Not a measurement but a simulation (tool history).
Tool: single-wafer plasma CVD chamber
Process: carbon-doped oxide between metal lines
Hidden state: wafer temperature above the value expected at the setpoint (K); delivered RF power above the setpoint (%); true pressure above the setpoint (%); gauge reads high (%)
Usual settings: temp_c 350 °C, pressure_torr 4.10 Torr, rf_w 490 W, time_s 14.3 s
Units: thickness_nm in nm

run,hour,temp_c,pressure_torr,rf_w,time_s,wafers since the last listed run,hours since the last thermocouple change,hours since the last RF generator calibration,hours since the last manometer calibration,hours since the showerhead was replaced,hours since the gauge calibration,"read-back reference wafer on the same gauge, thickness_nm",thickness_nm
1,0.0,350,4.10,490,14.3,0,2254.5,0.5,1117.8,5280.0,3195.1,80.132,68.248
2,85.1,350,4.10,490,14.3,4100,2339.6,85.6,1202.9,5365.1,3280.2,80.286,67.352
3,161.4,350,4.10,490,14.3,3676,2415.9,161.9,1279.2,5441.4,3356.5,80.160,66.915
4,229.6,350,4.10,490,14.3,3286,2484.1,230.1,1347.4,5509.6,3424.7,80.212,67.445
5,277.5,350,4.10,490,14.3,2307,2532.0,278.0,1395.3,5557.5,3472.6,80.202,67.007
# hour 336.4: thermocouple changed; heater temperature recalibrated
6,373.6,350,4.10,490,14.3,4244,37.2,374.1,1491.4,5653.6,3568.7,80.205,66.664
7,469.9,350,4.10,490,14.3,4640,133.5,470.4,1587.7,5749.9,3665.0,80.206,66.458
8,568.1,350,4.10,490,14.3,4731,231.7,568.6,1685.9,5848.1,3763.2,80.185,66.096
# hour 573.1: gauge calibrated
9,674.6,350,4.76,490,14.3,5131,338.2,675.1,1792.4,5954.6,101.5,80.277,67.597
10,767.7,359,4.10,490,14.3,4485,431.3,768.2,1885.5,6047.7,194.6,80.177,63.897
11,892.4,350,3.77,490,11.9,6008,556.0,892.9,2010.2,6172.4,319.3,80.205,53.621
12,962.1,350,4.10,490,14.3,3358,625.7,962.6,2079.9,6242.1,389.0,80.195,64.604
# hour 1056.5: RF generator calibrated
# hour 1058.8: showerhead replaced
13,1060.7,362,4.37,555,16.8,4252,724.3,4.2,2178.5,1.9,487.6,80.191,84.404
14,1167.1,337,3.81,545,14.3,5126,830.7,110.6,2284.9,108.3,594.0,80.213,75.433
15,1221.5,350,4.52,490,14.3,2621,885.1,165.0,2339.3,162.7,648.4,80.194,67.844
# hour 1270.0: capacitance manometer re-zeroed and calibrated
16,1270.5,339,3.51,555,14.3,1975,934.1,214.0,0.5,211.7,697.4,80.218,75.496
17,1359.5,350,4.10,490,14.3,4288,1023.1,303.0,89.5,300.7,786.4,80.213,67.598
18,1397.9,350,4.63,490,16.8,1850,1061.5,341.4,127.9,339.1,824.8,80.234,81.355
19,1499.5,350,3.33,490,11.7,4895,1163.1,443.0,229.5,440.7,926.4,80.182,53.148
20,1570.2,350,4.10,570,12.1,3406,1233.8,513.7,300.2,511.4,997.1,80.238,63.601
21,1658.2,350,4.10,490,14.3,4240,1321.8,601.7,388.2,599.4,1085.1,80.269,66.590
22,1723.5,364,4.10,490,14.3,3146,1387.1,667.0,453.5,664.7,1150.4,80.240,63.387
23,1866.6,350,4.10,585,14.3,6895,1530.2,810.1,596.6,807.8,1293.5,80.144,74.784

Run 24 comes next. What will it give?
# hour 1942.3: RF generator calibrated
24,1969.6,350,4.10,490,11.6,4577,1633.2,27.3,699.6,910.8,1396.5,?,?

{"run 24": {"read-back reference wafer on the same gauge, thickness_nm": 80.209, "thickness_nm": 55.18}}
Without the tool's hidden state the same run would have given thickness_nm 55.867 nm.
